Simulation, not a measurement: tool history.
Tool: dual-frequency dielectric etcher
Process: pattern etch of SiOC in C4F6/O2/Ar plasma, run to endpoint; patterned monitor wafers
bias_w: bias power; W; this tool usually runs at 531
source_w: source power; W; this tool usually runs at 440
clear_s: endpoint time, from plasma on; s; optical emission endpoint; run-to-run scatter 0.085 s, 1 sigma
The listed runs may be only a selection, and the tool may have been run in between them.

run	hour	bias_w	source_w	wafers since the last listed run	hours since the last wet clean	hours since the last bias power generator calibration	hours since the last source power generator calibration	hours since the last upper electrode change	incoming incoming film thickness, nm	clear_s
1	0	602	440	0	256.4	4443.3	4764.7	3425.1	52.5	16.2
2	12.2	602	440	186	268.6	4455.5	4776.9	3437.3	52.4	16.1
3	24.2	602	440	183	280.6	4467.5	4788.9	3449.3	52.7	16.3
4	39.6	436	440	235	296	4482.9	4804.3	3464.7	52.7	18.6
5	56.9	436	440	265	313.3	4500.2	4821.6	3482	52.2	18.4
6	65.8	531	440	136	322.2	4509.1	4830.5	3490.9	52.6	17
7	79.7	531	440	212	336.1	4523	4844.4	3504.8	53.1	17.3
8	97.6	531	440	274	354	4540.9	4862.3	3522.7	53	17.4
9	106.1	531	440	130	362.5	4549.4	4870.8	3531.2	53.2	17.3
10	118	531	440	182	374.4	4561.3	4882.7	3543.1	52	16.9
# hour 129.8: bias power generator calibrated
11	135	531	440	199	391.4	5.2	4899.7	3560.1	52.6	17.2
12	149.5	531	440	222	405.9	19.7	4914.2	3574.6	52.6	17
13	160.6	584	500	170	417	30.8	4925.3	3585.7	52	15.5
14	166.7	584	500	93	423.1	36.9	4931.4	3591.8	52.5	15.7
15	182.3	584	500	239	438.7	52.5	4947	3607.4	52	15.7
16	189.8	531	440	114	446.2	60	4954.5	3614.9	52.8	17.2
17	205.5	621	490	240	461.9	75.7	4970.2	3630.6	52.4	15.4
# hour 239.5: source power generator calibrated
# hour 241.5: wet clean of the chamber
18	242	531	440	467	0.5	112.2	2.5	3667.1	52.8	17.1
19	242.3	566	510	4	0.8	112.5	2.8	3667.4	52.7	15.9
20	244.1	579	490	27	2.6	114.3	4.6	3669.2	52.8	16
21	262	464	480	274	20.5	132.2	22.5	3687.1	52.2	17.4
22	270.7	531	440	133	29.2	140.9	31.2	3695.8	52.4	17
# hour 300.4: upper electrode replaced
23	300.9	474	530	95	59.4	171.1	61.4	0.5	52.2	16.8
24	335	531	510	522	93.5	205.2	95.5	34.6	52	16.2
25	342.3	619	520	111	100.8	212.5	102.8	41.9	52.4	15.1
26	357.3	661	550	229	115.8	227.5	117.8	56.9	52.9	14.5
27	367.8	417	480	160	126.3	238	128.3	67.4	52.3	18.3
28	374.6	531	440	104	133.1	244.8	135.1	74.2	52.8	17.1
29	388.7	658	390	216	147.2	258.9	149.2	88.3	52.8	16.2
30	405.3	531	440	254	163.8	275.5	165.8	104.9	53.1	17.2
31	419.3	531	520	214	177.8	289.5	179.8	118.9	52.3	16.1
32	432.2	422	500	197	190.7	302.4	192.7	131.8	52.2	17.8

For each run, what was the tool's unlogged condition?
etch rate over this chamber's usual, %: 0 at every run
bias power that arrives over what is set, %: 0 at every run
source power that arrives over what is set, %: 0 at every run
